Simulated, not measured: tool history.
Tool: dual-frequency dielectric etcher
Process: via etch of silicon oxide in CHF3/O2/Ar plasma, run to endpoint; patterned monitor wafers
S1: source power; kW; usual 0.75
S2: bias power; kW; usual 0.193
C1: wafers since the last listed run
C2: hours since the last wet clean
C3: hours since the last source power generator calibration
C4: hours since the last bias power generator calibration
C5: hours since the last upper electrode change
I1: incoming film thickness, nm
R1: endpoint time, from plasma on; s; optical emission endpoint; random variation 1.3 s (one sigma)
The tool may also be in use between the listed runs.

run 1 hour=0 | S1=0.88 S2=0.193 | C1=0 C2=270.4 C3=3122.6 C4=2680 C5=4353.2 | I1=785.2 | R1=290.4
run 2 hour=60.4 | S1=0.88 S2=0.193 | C1=210 C2=330.8 C3=3183 C4=2740.4 C5=4413.6 | I1=789.5 | R1=289.3
run 3 hour=85 | S1=0.75 S2=0.173 | C1=85 C2=355.4 C3=3207.6 C4=2765 C5=4438.2 | I1=783.4 | R1=321.3
-- hour=129.6 wet clean of the chamber
run 4 hour=130.1 | S1=0.75 S2=0.159 | C1=73 C2=0.5 C3=3252.7 C4=2810.1 C5=4483.3 | I1=778.5 | R1=338.6
run 5 hour=146.5 | S1=0.75 S2=0.193 | C1=57 C2=16.9 C3=3269.1 C4=2826.5 C5=4499.7 | I1=774.1 | R1=317.4
run 6 hour=189.2 | S1=0.75 S2=0.193 | C1=148 C2=59.6 C3=3311.8 C4=2869.2 C5=4542.4 | I1=791.1 | R1=325.7
run 7 hour=243.5 | S1=0.75 S2=0.193 | C1=189 C2=113.9 C3=3366.1 C4=2923.5 C5=4596.7 | I1=779.6 | R1=317.4
run 8 hour=313.8 | S1=0.75 S2=0.193 | C1=245 C2=184.2 C3=3436.4 C4=2993.8 C5=4667 | I1=781.2 | R1=314.7
run 9 hour=374.3 | S1=0.75 S2=0.171 | C1=211 C2=244.7 C3=3496.9 C4=3054.3 C5=4727.5 | I1=789.9 | R1=331.3
run 10 hour=441.7 | S1=0.75 S2=0.171 | C1=235 C2=312.1 C3=3564.3 C4=3121.7 C5=4794.9 | I1=775.2 | R1=321.9
-- hour=512.8 wet clean of the chamber
run 11 hour=513.3 | S1=0.75 S2=0.171 | C1=166 C2=0.5 C3=3635.9 C4=3193.3 C5=4866.5 | I1=788.1 | R1=360.9
run 12 hour=535.3 | S1=0.66 S2=0.193 | C1=76 C2=22.5 C3=3657.9 C4=3215.3 C5=4888.5 | I1=783.1 | R1=367.5
run 13 hour=596.6 | S1=0.75 S2=0.193 | C1=213 C2=83.8 C3=3719.2 C4=3276.6 C5=4949.8 | I1=782.3 | R1=342
run 14 hour=625.4 | S1=0.75 S2=0.193 | C1=100 C2=112.6 C3=3748 C4=3305.4 C5=4978.6 | I1=778.8 | R1=340
run 15 hour=670.2 | S1=0.83 S2=0.171 | C1=156 C2=157.4 C3=3792.8 C4=3350.2 C5=5023.4 | I1=783.8 | R1=330.9
run 16 hour=741.8 | S1=0.83 S2=0.171 | C1=249 C2=229 C3=3864.4 C4=3421.8 C5=5095 | I1=778.8 | R1=328.5
run 17 hour=802.1 | S1=0.62 S2=0.193 | C1=210 C2=289.3 C3=3924.7 C4=3482.1 C5=5155.3 | I1=772.2 | R1=369.2
-- hour=864.2 wet clean of the chamber, repeated, since the last time left the tool worse
run 18 hour=864.7 | S1=0.6 S2=0.222 | C1=134 C2=0.5 C3=3987.3 C4=3544.7 C5=5217.9 | I1=782.5 | R1=352
run 19 hour=886.9 | S1=0.75 S2=0.23 | C1=77 C2=22.7 C3=4009.5 C4=3566.9 C5=5240.1 | I1=784.4 | R1=305.7
run 20 hour=932.6 | S1=0.75 S2=0.193 | C1=159 C2=68.4 C3=4055.2 C4=3612.6 C5=5285.8 | I1=775.6 | R1=316.5
-- hour=966.5 source power generator calibrated
run 21 hour=974.1 | S1=0.81 S2=0.231 | C1=130 C2=109.9 C3=7.6 C4=3654.1 C5=5327.3 | I1=780.9 | R1=289.2
run 22 hour=1030.9 | S1=0.75 S2=0.193 | C1=198 C2=166.7 C3=64.4 C4=3710.9 C5=5384.1 | I1=787.5 | R1=319
run 23 hour=1087 | S1=0.92 S2=0.225 | C1=195 C2=222.8 C3=120.5 C4=3767 C5=5440.2 | I1=786 | R1=271.7
-- hour=1131.5 bias power generator calibrated
run 24 hour=1132 | S1=0.75 S2=0.193 | C1=143 C2=267.8 C3=165.5 C4=0.5 C5=5485.2 | I1=779.9 | R1=315.2
run 25 hour=1171.9 | S1=0.66 S2=0.171 | C1=139 C2=307.7 C3=205.4 C4=40.4 C5=5525.1 | I1=781.2 | R1=350.9
run 26 hour=1197.7 | S1=0.66 S2=0.24 | C1=90 C2=333.5 C3=231.2 C4=66.2 C5=5550.9 | I1=780.4 | R1=314.2
-- hour=1235.2 wet clean of the chamber
run 27 hour=1259.4 | S1=0.75 S2=0.193 | C1=131 C2=24.2 C3=292.9 C4=127.9 C5=5612.6 | I1=782.6 | R1=322.1
-- hour=1315.5 upper electrode replaced
run 28 hour=1316 | S1=0.75 S2=0.211 | C1=113 C2=80.8 C3=349.5 C4=184.5 C5=0.5 | I1=778.9 | R1=308.6
run 29 hour=1363.2 | S1=0.8 S2=0.212 | C1=164 C2=128 C3=396.7 C4=231.7 C5=47.7 | I1=787.8 | R1=300.2
run 30 hour=1407 | S1=0.7 S2=0.235 | C1=152 C2=171.8 C3=440.5 C4=275.5 C5=91.5 | I1=780.6 | R1=309.2
run 31 hour=1447.4 | S1=0.93 S2=0.18 | C1=140 C2=212.2 C3=480.9 C4=315.9 C5=131.9 | I1=779.4 | R1=286.7
run 32 hour=1500.1 | S1=0.59 S2=0.214 | C1=183 C2=264.9 C3=533.6 C4=368.6 C5=184.6 | I1=775.8 | R1=348.3
run 33 hour=1561.9 | S1=0.57 S2=0.205 | C1=215 C2=326.7 C3=595.4 C4=430.4 C5=246.4 | I1=783.1 | R1=361.6
-- hour=1625.1 wet clean of the chamber
run 34 hour=1625.6 | S1=0.84 S2=0.208 | C1=138 C2=0.5 C3=659.1 C4=494.1 C5=310.1 | I1=789 | R1=299.7
run 35 hour=1672.7 | S1=0.56 S2=0.233 | C1=164 C2=47.6 C3=706.2 C4=541.2 C5=357.2 | I1=779.6 | R1=361

How the hidden state differs across the entries between the runs, from the last listed run before each to the first after it:
Between runs 3 and 4: wet clean of the chamber (hour 129.6)
  etch rate over this chamber's usual, %: 3.31 -> 0.346
  measured less the result without the state, R1: -10.6 -> -1.2 s
Between runs 10 and 11: wet clean of the chamber (hour 512.8)
  etch rate over this chamber's usual, %: 3.15 -> -6.03
  measured less the result without the state, R1: -10.1 -> +21.8 s
Between runs 17 and 18: wet clean of the chamber, repeated, since the last time left the tool worse (hour 864.2)
  etch rate over this chamber's usual, %: -3.42 -> 0.232
  measured less the result without the state, R1: +12.7 -> -0.8 s
Between runs 20 and 21: source power generator calibrated (hour 966.5)
  etch rate over this chamber's usual, %: 0.844 -> 1.22
  measured less the result without the state, R1: -2.6 -> -3.5 s
Between runs 23 and 24: bias power generator calibrated (hour 1131.5)
  etch rate over this chamber's usual, %: 2.24 -> 2.64
  measured less the result without the state, R1: -6 -> -8.3 s
Between runs 26 and 27: wet clean of the chamber (hour 1235.2)
  etch rate over this chamber's usual, %: 3.23 -> 0.625
  measured less the result without the state, R1: -10.2 -> -2 s
Between runs 27 and 28: upper electrode replaced (hour 1315.5)
  etch rate over this chamber's usual, %: 0.625 -> 1.14
  measured less the result without the state, R1: -2 -> -3.5 s
Between runs 33 and 34: wet clean of the chamber (hour 1625.1)
  etch rate over this chamber's usual, %: 3.35 -> -0.0399
  measured less the result without the state, R1: -12.2 -> +0.2 s
